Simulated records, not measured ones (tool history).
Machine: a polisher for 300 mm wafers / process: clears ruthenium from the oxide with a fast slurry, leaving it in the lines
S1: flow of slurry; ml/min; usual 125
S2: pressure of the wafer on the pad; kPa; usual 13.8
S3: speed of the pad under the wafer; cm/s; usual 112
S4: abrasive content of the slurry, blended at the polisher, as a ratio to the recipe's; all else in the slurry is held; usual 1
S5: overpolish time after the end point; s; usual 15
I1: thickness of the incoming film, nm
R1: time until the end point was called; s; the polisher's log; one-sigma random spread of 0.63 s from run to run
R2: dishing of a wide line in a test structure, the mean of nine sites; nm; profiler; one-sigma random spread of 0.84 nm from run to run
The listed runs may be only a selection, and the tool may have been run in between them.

run   hour   S1    S2   S3    S4  S5     I1    R1    R2
  1      0  125  13.8   86     1  15  199.4  61.4  35.6
  2   16.7  125  13.8   86     1  15  199.5  63.6  37.2
  3   31.7  125  13.8  112   0.8  15    200  56.5  40.1
  4   48.6  125  12.4  112     1  10  201.5  55.4  27.7
  5   60.6  125  12.4  112     1  10  199.1  56.3  27.2
      74.1  -- slurry blender recalibrated
  6   88.9  125  12.4  112     1  10  197.5  58.3  26.8
      96.5  -- slurry nozzle cleaned
  7  101.6  125  13.8  112     1  15  204.4    56    42
  8  111.4  145  12.4  112  0.85  18  199.5  61.3  43.8
     114.9  -- head pressure recalibrated
  9    124  110  13.8   80     1  15  196.4  76.7  28.8
     134.8  -- worn pad replaced by a new one
 10    137  155  13.8  112  1.15  15  202.1  44.7  49.2
 11  152.2  170     9  112   0.8  23  202.7  69.9  47.6
 12  160.1  125  13.8  112  0.85  11    202  53.3  33.4
 13  171.3  125  13.8  112     1  15  200.4    52  44.9
 14    187   80  13.8  130     1  15  197.9  50.7  44.8

Predict each of these 5 candidate next runs independently; none follows another, all start after run 14:
  A  187.4  125  13.8  112    1  15  202.9   ?   ?
  B  187.4  125  12.4  148    1  15  202.9   ?   ?
  C  187.4  100  15.9  112  1.3   6  202.9   ?   ?
  D  187.4   80  15.9  112    1  20  202.9   ?   ?
  E  187.4  170  13.8  138  0.8  19  202.9   ?   ?

run    R1    R2
  A  52.5  45.4
  B  43.9    53
  C  45.2  22.4
  D  53.7  57.2
  E  44.7  63.9
Had the tool no hidden state, the same runs would have come out as:
run    R1    R2
  A  49.9  47.5
  B  41.8  55.4
  C    43  23.5
  D  51.1  59.7
  E  42.5  66.6
